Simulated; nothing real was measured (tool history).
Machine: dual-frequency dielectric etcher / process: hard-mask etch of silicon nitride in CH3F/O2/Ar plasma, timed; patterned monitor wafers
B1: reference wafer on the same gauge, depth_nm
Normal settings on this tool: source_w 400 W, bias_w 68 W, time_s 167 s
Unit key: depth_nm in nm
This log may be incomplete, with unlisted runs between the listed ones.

Run 1, hour 0: usual settings; B1 99. Result: depth_nm 107.1 nm.
Run 2, hour 46.6: usual settings; B1 99.2. Result: depth_nm 107.8 nm.
At hour 77.2: wet clean of the chamber.
Run 3, hour 117: usual settings; B1 98.9. Result: depth_nm 105.2 nm.
Run 4, hour 143.8: usual settings; B1 99. Result: depth_nm 106.6 nm.
Run 5, hour 189.4: usual settings; B1 99. Result: depth_nm 107 nm.
Run 6, hour 217.1: usual settings but bias_w 61 W; B1 99. Result: depth_nm 100.9 nm.
Run 7, hour 250.3: usual settings but bias_w 61 W; B1 98.8. Result: depth_nm 100.7 nm.
Run 8, hour 308.9: usual settings but bias_w 61 W; B1 99.1. Result: depth_nm 101.5 nm.
Run 9, hour 343.7: usual settings; B1 99. Result: depth_nm 106 nm.
Run 10, hour 382.9: usual settings; B1 99. Result: depth_nm 108.4 nm.
Run 11, hour 438.8: usual settings; B1 99.1. Result: depth_nm 107.9 nm.
At hour 499.9: bias power generator calibrated.
At hour 512.3: wet clean of the chamber.
Run 12, hour 512.8: usual settings but source_w 320 W, bias_w 55 W, time_s 207.5 s; B1 98.8. Result: depth_nm 108.5 nm.
Run 13, hour 578.4: usual settings; B1 99. Result: depth_nm 105.9 nm.
Run 14, hour 639: usual settings but source_w 460 W, bias_w 82 W, time_s 211 s; B1 98.7. Result: depth_nm 153.6 nm.
Run 15, hour 684.3: usual settings but time_s 207.5 s; B1 99.2. Result: depth_nm 130.8 nm.
Run 16, hour 715.9: usual settings; B1 99. Result: depth_nm 107.1 nm.
At hour 742.9: upper electrode replaced.
Run 17, hour 777.3: usual settings; B1 99.3. Result: depth_nm 107 nm.
Run 18, hour 815.5: usual settings but bias_w 60 W; B1 98.7. Result: depth_nm 100.2 nm.
At hour 841.9: source power generator calibrated.
Run 19, hour 882.1: usual settings but source_w 430 W, time_s 183.5 s; B1 99. Result: depth_nm 120.5 nm.
At hour 889.8: gauge calibrated.
Run 20, hour 928: usual settings but source_w 460 W, bias_w 73 W, time_s 150.5 s; B1 99.1. Result: depth_nm 104.8 nm.
At hour 961: wet clean of the chamber.
Run 21, hour 966.8: usual settings but source_w 450 W, bias_w 75 W, time_s 189 s; B1 99. Result: depth_nm 130 nm.

Run 22 is up next; what results do you expect?
Run 22, hour 1000.7: usual settings but time_s 211.5 s; B1 ?. Result: depth_nm ?.

{"run 22": {"B1": 99, "depth_nm": 134}}
Take away the tool's hidden state, keep the run-to-run variation as it was, and the same run would have given depth_nm 133.5 nm.

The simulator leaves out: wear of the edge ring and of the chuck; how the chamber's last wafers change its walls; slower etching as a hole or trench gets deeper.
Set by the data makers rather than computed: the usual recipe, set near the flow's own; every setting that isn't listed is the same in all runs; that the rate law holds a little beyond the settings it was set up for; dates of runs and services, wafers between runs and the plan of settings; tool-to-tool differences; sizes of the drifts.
